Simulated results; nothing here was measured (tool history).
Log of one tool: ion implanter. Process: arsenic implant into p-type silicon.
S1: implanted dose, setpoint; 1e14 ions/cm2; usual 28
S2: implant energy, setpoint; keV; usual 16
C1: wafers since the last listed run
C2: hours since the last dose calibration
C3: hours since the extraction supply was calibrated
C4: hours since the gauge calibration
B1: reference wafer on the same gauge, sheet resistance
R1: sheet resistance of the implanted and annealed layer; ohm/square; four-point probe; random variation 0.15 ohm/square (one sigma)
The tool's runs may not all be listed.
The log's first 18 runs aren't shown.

| run | hour | S1 | S2 | C1 | C2 | C3 | C4 | B1 | R1 |
|---|---|---|---|---|---|---|---|---|---|
| 19 | 1061.1 | 21.3 | 14 | 545 | 112.1 | 379.7 | 366.9 | 101.55 | 106.71 |
| 20 | 1096.1 | 28 | 18.5 | 428 | 147.1 | 414.7 | 401.9 | 101.57 | 94.69 |
| 21 | 1125.6 | 28 | 16 | 360 | 176.6 | 444.2 | 431.4 | 101.45 | 99.54 |
| 22 | 1171.4 | 30.17 | 11 | 560 | 222.4 | 490 | 477.2 | 101.59 | 107.66 |
| 23 | 1231.9 | 30.55 | 16 | 739 | 282.9 | 550.5 | 537.7 | 101.51 | 98.39 |
| 24 | 1264.6 | 31.25 | 12 | 399 | 315.6 | 583.2 | 570.4 | 101.49 | 105.14 |
| 25 | 1324.2 | 31.78 | 16 | 728 | 375.2 | 642.8 | 630 | 101.46 | 97.86 |
| 26 | 1355 | 24.1 | 16 | 376 | 406 | 673.6 | 660.8 | 101.49 | 101.46 |
| 27 | 1414.7 | 22.44 | 11.5 | 730 | 465.7 | 733.3 | 720.5 | 101.55 | 111.03 |
| 28 | 1462.9 | 28 | 16 | 589 | 513.9 | 781.5 | 768.7 | 101.52 | 99.6 |
| 29 | 1673.8 | 28 | 13.5 | 2579 | 724.8 | 992.4 | 979.6 | 101.52 | 104.18 |
| 30 | 1726.5 | 28 | 16 | 644 | 777.5 | 1045.1 | 1032.3 | 101.48 | 99.69 |
| 31 | 1784.6 | 32.87 | 16 | 710 | 835.6 | 1103.2 | 1090.4 | 101.52 | 97.52 |

5 ways to go on from here, each from the tool as it stands after run 31. What would each give?
| A | 1785 | 28 | 16 | 4 | 836 | 1103.6 | 1090.8 | ? | ? |
| B | 1785 | 34.93 | 14.5 | 4 | 836 | 1103.6 | 1090.8 | ? | ? |
| C | 1785 | 24.08 | 18.5 | 4 | 836 | 1103.6 | 1090.8 | ? | ? |
| D | 1785 | 28 | 20 | 4 | 836 | 1103.6 | 1090.8 | ? | ? |
| E | 1785 | 32.97 | 21.5 | 4 | 836 | 1103.6 | 1090.8 | ? | ? |

| run | B1 | R1 |
|---|---|---|
| A | 101.54 | 99.47 |
| B | 101.54 | 99.47 |
| C | 101.54 | 96.73 |
| D | 101.54 | 92.31 |
| E | 101.54 | 88.07 |
Without the tool's hidden state the same runs would have given:
| run | R1 |
|---|---|
| A | 99.19 |
| B | 99.15 |
| C | 96.42 |
| D | 92.05 |
| E | 87.82 |
